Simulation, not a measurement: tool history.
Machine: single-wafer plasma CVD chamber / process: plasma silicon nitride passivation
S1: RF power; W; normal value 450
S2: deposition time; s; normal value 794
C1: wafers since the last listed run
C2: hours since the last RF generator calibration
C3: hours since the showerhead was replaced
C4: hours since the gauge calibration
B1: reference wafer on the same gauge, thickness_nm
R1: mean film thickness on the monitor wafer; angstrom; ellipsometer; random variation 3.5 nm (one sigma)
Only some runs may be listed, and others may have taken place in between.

run,day,S1,S2,C1,C2,C3,C4,B1,R1
1,0,450,794,0,1926.6,6097,484.9,1341.493,11457.97
2,1.338,450,794,97,1958.7,6129.1,517,1340.258,11494.2
3,1.904,450,794,41,1972.3,6142.7,530.6,1341.021,11463.15
4,2.621,450,794,52,1989.5,6159.9,547.8,1341.046,11523.34
5,3.971,450,794,98,2021.9,6192.3,580.2,1339.127,11460.62
6,4.562,450,794,43,2036.1,6206.5,594.4,1339.493,11537.42
7,5.492,450,794,67,2058.4,6228.8,616.7,1337.398,11398.58
8,6.588,450,794,80,2084.7,6255.1,643,1339.639,11453.33
9,7.279,450,794,50,2101.3,6271.7,659.6,1340.869,11460.85
10,7.938,450,794,48,2117.1,6287.5,675.4,1338.062,11446.65
11,8.708,450,906,56,2135.6,6306,693.9,1340.19,13119.71
12,9.583,450,906,64,2156.6,6327,714.9,1340.69,13073.84
13,10.592,450,794,73,2180.8,6351.2,739.1,1340.686,11418.37
14,11.817,450,794,89,2210.2,6380.6,768.5,1339.831,11430.67
15,12.358,450,794,39,2223.2,6393.6,781.5,1339.527,11433.03
16,13.596,450,794,90,2252.9,6423.3,811.2,1342.186,11385.02
17,14.767,450,794,85,2281,6451.4,839.3,1339.262,11397.06
18,15.504,450,794,53,2298.7,6469.1,857,1339.945,11391.83
19,16.112,450,794,44,2313.3,6483.7,871.6,1339.577,11394.58
# day 18.962: showerhead replaced, of another model than before
# day 19.617: RF generator calibrated
20,19.638,490,794,209,0.5,16.2,956.2,1338.949,12668.32
21,19.838,450,640,14,5.3,21,961,1339.556,9479.55
22,21.133,450,794,94,36.4,52.1,992.1,1339.676,11850.86
23,22.667,485,794,112,73.2,88.9,1028.9,1340.804,12575.18
# day 23.675: gauge calibrated
24,23.933,415,929,92,103.6,119.3,6.2,1339.605,12704.05
25,24.846,450,794,66,125.5,141.2,28.1,1340.213,11785.61
26,25.546,410,733,51,142.3,158,44.9,1339.811,9870.46
27,26.479,530,845,68,164.7,180.4,67.3,1340.818,14288.08
28,30.975,450,859,328,272.6,288.3,175.2,1339.731,12763.03
29,31.896,415,680,67,294.7,310.4,197.3,1339.445,9296.03
30,32.521,450,794,45,309.7,325.4,212.3,1339.801,11767.73
31,33.467,450,794,69,332.4,348.1,235,1338.597,11762.46
32,34.479,360,690,74,356.7,372.4,259.3,1340.003,7720.41
33,35.217,525,722,53,374.4,390.1,277,1340.972,12125.01
34,35.812,450,950,43,388.7,404.4,291.3,1340.435,14067

Consider 5 possible next runs. They are alternatives, not a sequence: every one starts from the tool as it was left by run 34. What does each give?
A,35.838,450,794,1,389.3,405,291.9,?,?
B,35.838,505,681,1,389.3,405,291.9,?,?
C,35.838,500,672,1,389.3,405,291.9,?,?
D,35.838,475,713,1,389.3,405,291.9,?,?
E,35.838,365,924,1,389.3,405,291.9,?,?

run,B1,R1
A,1339.063,11781.28
B,1339.063,11111.81
C,1339.063,10883.07
D,1339.063,11087.86
E,1339.063,10599.6
Without the tool's hidden state the same runs would have given:
run,R1
A,11840.36
B,11167.54
C,10937.65
D,11143.46
E,10652.76
